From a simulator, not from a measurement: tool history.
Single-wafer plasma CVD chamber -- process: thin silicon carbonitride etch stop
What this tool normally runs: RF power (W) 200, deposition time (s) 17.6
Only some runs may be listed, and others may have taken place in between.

run,hour,RF power (W),deposition time (s),wafers since the last listed run,hours since the last thermocouple change,hours since the last RF generator calibration,hours since the showerhead was replaced,hours since the gauge calibration,"read-back reference wafer on the same gauge, thickness_nm",mean film thickness on the monitor wafer (Å)
1,0.0,200,17.6,0,1826.4,2316.3,4967.1,70.6,10.244,101.10
2,16.0,200,17.6,398,1842.4,2332.3,4983.1,86.6,10.236,101.38
3,24.6,200,17.6,214,1851.0,2340.9,4991.7,95.2,10.230,101.42
4,37.1,200,17.6,311,1863.5,2353.4,5004.2,107.7,10.231,101.37
5,52.2,200,17.6,375,1878.6,2368.5,5019.3,122.8,10.233,101.32
6,63.2,200,17.6,273,1889.6,2379.5,5030.3,133.8,10.230,101.17
# hour 72.1: gauge calibrated
# hour 74.6: showerhead replaced
7,75.1,200,17.6,97,1901.5,2391.4,0.5,3.0,10.293,101.87
8,88.2,200,17.6,326,1914.6,2404.5,13.6,16.1,10.281,101.78
9,98.4,210,17.6,253,1924.8,2414.7,23.8,26.3,10.274,102.80
# hour 113.5: RF generator calibrated
10,114.0,200,17.6,189,1940.4,0.5,39.4,41.9,10.261,101.53
# hour 127.0: thermocouple changed; heater temperature recalibrated
11,127.5,160,17.6,136,0.5,14.0,52.9,55.4,10.255,95.98
12,142.5,215,19.1,373,15.5,29.0,67.9,70.4,10.248,112.17
13,153.9,200,17.6,283,26.9,40.4,79.3,81.8,10.249,101.48
14,160.7,215,15.0,169,33.7,47.2,86.1,88.6,10.246,87.96
15,170.8,175,17.6,251,43.8,57.3,96.2,98.7,10.242,97.69
16,184.2,180,17.6,333,57.2,70.7,109.6,112.1,10.241,98.42
17,200.7,210,17.6,410,73.7,87.2,126.1,128.6,10.234,102.54
18,207.5,200,17.6,169,80.5,94.0,132.9,135.4,10.235,101.35
# hour 212.1: gauge calibrated
19,214.8,225,19.5,181,87.8,101.3,140.2,2.7,10.307,116.54
20,224.8,200,17.6,248,97.8,111.3,150.2,12.7,10.298,101.59

5 options for the next run, each taken on its own from the tool as it stands now. Forecast them:
A,225.2,230,17.6,9,98.2,111.7,150.6,13.1,?,?
B,225.2,185,19.2,9,98.2,111.7,150.6,13.1,?,?
C,225.2,200,20.7,9,98.2,111.7,150.6,13.1,?,?
D,225.2,170,14.7,9,98.2,111.7,150.6,13.1,?,?
E,225.2,200,14.5,9,98.2,111.7,150.6,13.1,?,?

run,"read-back reference wafer on the same gauge, thickness_nm",mean film thickness on the monitor wafer (Å)
A,10.298,105.56
B,10.298,108.99
C,10.298,119.82
D,10.298,81.73
E,10.298,83.93
Without the tool's hidden state the same runs would have given:
run,mean film thickness on the monitor wafer (Å)
A,105.57
B,109.01
C,119.83
D,81.74
E,83.94

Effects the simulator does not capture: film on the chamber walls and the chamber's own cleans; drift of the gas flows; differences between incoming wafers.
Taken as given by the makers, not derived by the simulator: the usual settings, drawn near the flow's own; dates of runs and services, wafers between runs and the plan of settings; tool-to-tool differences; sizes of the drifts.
